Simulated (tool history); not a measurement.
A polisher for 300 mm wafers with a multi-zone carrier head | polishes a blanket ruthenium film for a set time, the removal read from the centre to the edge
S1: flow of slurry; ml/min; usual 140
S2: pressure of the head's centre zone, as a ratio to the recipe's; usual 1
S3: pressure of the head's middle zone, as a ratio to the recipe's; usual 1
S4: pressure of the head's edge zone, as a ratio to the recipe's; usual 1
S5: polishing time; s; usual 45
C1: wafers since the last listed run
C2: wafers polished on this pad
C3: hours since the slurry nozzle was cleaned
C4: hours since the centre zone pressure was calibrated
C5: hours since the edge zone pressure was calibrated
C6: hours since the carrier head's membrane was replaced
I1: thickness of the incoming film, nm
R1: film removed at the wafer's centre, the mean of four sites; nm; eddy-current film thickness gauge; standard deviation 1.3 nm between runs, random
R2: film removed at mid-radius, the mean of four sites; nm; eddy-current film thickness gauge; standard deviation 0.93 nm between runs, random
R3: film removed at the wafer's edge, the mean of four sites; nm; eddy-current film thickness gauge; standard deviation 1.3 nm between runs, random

run     day   S1    S2    S3    S4  S5    C1    C2     C3     C4      C5     C6     I1     R1     R2     R3
  1       0  140     1     1     1  45     0   445  425.4   21.6     409  302.4  362.6  108.7  104.4  112.5
  2   3.342  175     1   0.9     1  45  1050  1496  505.6  101.8   489.2  382.6  355.2  113.7  101.3  109.9
  3   7.838  120     1     1  1.05  35  1413  2910  613.5  209.7   597.1  490.5  358.6     79   76.6     82
  4  11.829  140     1     1     1  45  1255  4165  709.3  305.5   692.9  586.3  360.2  104.6  101.4  106.7
  5  15.417  105  0.88  1.04     1  50  1128  5294  795.4  391.6     779  672.4  356.1   92.4    108  111.7
     16.462  -- carrier head's membrane replaced by a new one
  6  18.812  140     1     1     1  45  1002  6296  876.9  473.1   860.5   56.4  366.5  103.3  101.4  106.3
     20.558  -- slurry nozzle cleaned
     30.475  -- worn pad replaced by a new one
  7  32.138  110     1     1     1  45  4125   523  277.9  792.9  1180.3  376.2  357.8   99.2   98.3  106.5
  8   34.35  140  0.95   1.1     1  45   695  1219    331    846  1233.4  429.3  359.7  101.2  111.9  107.7
     35.504  -- centre zone pressure recalibrated
  9  37.471  140     1     1     1  45   955  2174  405.9   47.2  1308.3  504.2  360.6  108.5  104.3  107.6
 10  39.388  140  0.91     1  0.92  60   602  2777  451.9   93.2  1354.3  550.2    360  128.6  137.3  139.7
     39.696  -- edge zone pressure recalibrated
 11  41.158  140  1.07     1     1  45   530  3308  494.4  135.7    35.1  592.7    360  113.4  103.6  108.3

Estimate the outcome of run 12 from the log above:
 12  43.196  160  0.91  1.11   1  45  640  3948  543.3  184.6  84  641.6  365.3   ?   ?   ?

Run 12 gave R1 98.8 nm, R2 113.8 nm, R3 111.1 nm.
Minus the tool's unlogged condition, the same run would have read R1 102.8 nm, R2 118.3 nm, R3 115.5 nm.
